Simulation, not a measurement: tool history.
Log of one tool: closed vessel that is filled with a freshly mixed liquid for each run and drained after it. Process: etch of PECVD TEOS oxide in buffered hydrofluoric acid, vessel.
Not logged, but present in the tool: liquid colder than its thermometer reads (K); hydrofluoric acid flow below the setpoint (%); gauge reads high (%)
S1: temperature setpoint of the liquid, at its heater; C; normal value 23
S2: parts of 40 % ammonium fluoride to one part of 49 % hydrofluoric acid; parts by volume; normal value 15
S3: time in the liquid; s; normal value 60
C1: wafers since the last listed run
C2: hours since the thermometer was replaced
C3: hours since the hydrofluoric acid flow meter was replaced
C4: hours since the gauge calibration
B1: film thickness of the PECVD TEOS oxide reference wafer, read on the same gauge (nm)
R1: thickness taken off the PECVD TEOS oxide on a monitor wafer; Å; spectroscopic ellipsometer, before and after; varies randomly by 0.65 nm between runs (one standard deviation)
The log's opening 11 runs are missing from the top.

| run | hour | S1 | S2 | S3 | C1 | C2 | C3 | C4 | B1 | R1 |
|---|---|---|---|---|---|---|---|---|---|---|
| 12 | 153.8 | 21.5 | 15 | 50 | 1403 | 77.3 | 121.2 | 23.6 | 110 | 736.8 |
| 13 | 167.7 | 21.5 | 9 | 30 | 1219 | 91.2 | 135.1 | 37.5 | 109.99 | 697 |
| 14 | 185.6 | 23 | 15 | 60 | 1569 | 109.1 | 153 | 55.4 | 110.02 | 956.7 |
| 15 | 195.3 | 23 | 11.5 | 60 | 850 | 118.8 | 162.7 | 65.1 | 109.99 | 1248 |
| 16 | 204.6 | 21.5 | 15 | 80 | 815 | 128.1 | 172 | 74.4 | 109.98 | 1171.5 |
| 17 | 214.3 | 23 | 15 | 45 | 850 | 137.8 | 181.7 | 84.1 | 109.97 | 713.1 |
| 18 | 221.1 | 21.5 | 9 | 30 | 596 | 144.6 | 188.5 | 90.9 | 110.01 | 701.5 |
| 19 | 237.5 | 23 | 15 | 75 | 1438 | 161 | 204.9 | 107.3 | 110.01 | 1196 |
| 20 | 255.2 | 19 | 21 | 40 | 1552 | 178.7 | 222.6 | 125 | 109.98 | 371.6 |
| 21 | 268.5 | 18 | 17 | 70 | 1166 | 192 | 235.9 | 138.3 | 110 | 738.8 |
| 22 | 282.6 | 24.5 | 16.5 | 40 | 1236 | 206.1 | 250 | 152.4 | 109.97 | 625 |
| 23 | 290.4 | 24.5 | 10.5 | 40 | 684 | 213.9 | 257.8 | 160.2 | 110.01 | 968.4 |
| 24 | 305.7 | 24.5 | 15 | 85 | 1341 | 229.2 | 273.1 | 175.5 | 110.01 | 1453.8 |
| 25 | 312.7 | 23 | 15 | 60 | 613 | 236.2 | 280.1 | 182.5 | 110.01 | 952.6 |
| 26 | 330.3 | 23 | 15 | 30 | 1543 | 253.8 | 297.7 | 200.1 | 110.02 | 475.4 |
| 27 | 344.9 | 19 | 21 | 40 | 1280 | 268.4 | 312.3 | 214.7 | 109.97 | 368.4 |
| 28 | 357.1 | 21.5 | 9 | 30 | 1070 | 280.6 | 324.5 | 226.9 | 109.99 | 699.2 |
| 29 | 365.5 | 18.5 | 10.5 | 60 | 736 | 289 | 332.9 | 235.3 | 109.99 | 1054.5 |
| 30 | 414.7 | 27.5 | 15 | 60 | 4315 | 338.2 | 382.1 | 284.5 | 110.01 | 1203.6 |
| 31 | 423.3 | 23 | 15 | 60 | 754 | 346.8 | 390.7 | 293.1 | 109.99 | 951.4 |
| 32 | 440.3 | 23 | 15 | 60 | 1490 | 363.8 | 407.7 | 310.1 | 109.99 | 955.1 |
| 33 | 451.3 | 23 | 10.5 | 30 | 964 | 374.8 | 418.7 | 321.1 | 110.02 | 665.9 |
| 34 | 468.1 | 23 | 15 | 60 | 1473 | 391.6 | 435.5 | 337.9 | 110.01 | 937.6 |

Branching from run 34: 3 alternative next runs. What would each branch give?
| A | 468.8 | 23 | 15 | 60 | 61 | 392.3 | 436.2 | 338.6 | ? | ? |
| B | 468.8 | 23 | 19.5 | 60 | 61 | 392.3 | 436.2 | 338.6 | ? | ? |
| C | 468.8 | 25 | 15 | 60 | 61 | 392.3 | 436.2 | 338.6 | ? | ? |

| run | B1 | R1 |
|---|---|---|
| A | 110.01 | 948 |
| B | 110.01 | 732.1 |
| C | 110.01 | 1057.5 |
With no hidden state in the tool, these same runs would have given:
| run | R1 |
|---|---|
| A | 972.1 |
| B | 750.7 |
| C | 1084.3 |

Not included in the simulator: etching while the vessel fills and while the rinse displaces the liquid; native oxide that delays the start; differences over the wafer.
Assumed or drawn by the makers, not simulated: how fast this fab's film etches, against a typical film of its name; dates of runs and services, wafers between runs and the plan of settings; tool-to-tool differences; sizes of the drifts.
